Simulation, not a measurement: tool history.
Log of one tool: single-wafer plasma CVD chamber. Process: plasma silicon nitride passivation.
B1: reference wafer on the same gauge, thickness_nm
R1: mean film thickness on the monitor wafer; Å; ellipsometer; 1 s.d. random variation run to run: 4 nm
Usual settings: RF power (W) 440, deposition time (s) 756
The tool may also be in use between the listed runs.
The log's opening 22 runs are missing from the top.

Run 23, hour 1047.3: usual settings but RF power (W) 475, deposition time (s) 838; B1 1199.413. Result: R1 12503.14 Å.
Run 24, hour 1113.3: usual settings but deposition time (s) 643; B1 1200.356. Result: R1 9365.65 Å.
Run 25, hour 1155.6: usual settings but deposition time (s) 901; B1 1199.706. Result: R1 13177.27 Å.
Run 26, hour 1206.3: usual settings but RF power (W) 465, deposition time (s) 890; B1 1201.299. Result: R1 13243.76 Å.
Run 27, hour 1237.4: usual settings but RF power (W) 375; B1 1199.636. Result: R1 10663.24 Å.
Run 28, hour 1393.6: usual settings but RF power (W) 505, deposition time (s) 682; B1 1200.204. Result: R1 10280.62 Å.
Run 29, hour 1444.6: usual settings but deposition time (s) 658; B1 1199.282. Result: R1 9639.62 Å.
Run 30, hour 1500.8: usual settings but deposition time (s) 879; B1 1199.857. Result: R1 12859.02 Å.

Below are 4 alternative next runs, each starting from the tool's condition after run 30. Predict each:
Run A, hour 1501.4: usual settings; B1 ?. Result: R1 ?.
Run B, hour 1501.4: usual settings but RF power (W) 510, deposition time (s) 855; B1 ?. Result: R1 ?.
Run C, hour 1501.4: usual settings but deposition time (s) 607; B1 ?. Result: R1 ?.
Run D, hour 1501.4: usual settings but RF power (W) 365; B1 ?. Result: R1 ?.

run        B1        R1
  A  1198.353  11129.96
  B  1198.353  13008.33
  C  1198.353   8936.35
  D  1198.353  10696.05
Stripped of hidden state, with their random variation kept, the same runs would have yielded:
run        R1
  A  11129.96
  B  13008.33
  C   8936.35
  D  10696.05

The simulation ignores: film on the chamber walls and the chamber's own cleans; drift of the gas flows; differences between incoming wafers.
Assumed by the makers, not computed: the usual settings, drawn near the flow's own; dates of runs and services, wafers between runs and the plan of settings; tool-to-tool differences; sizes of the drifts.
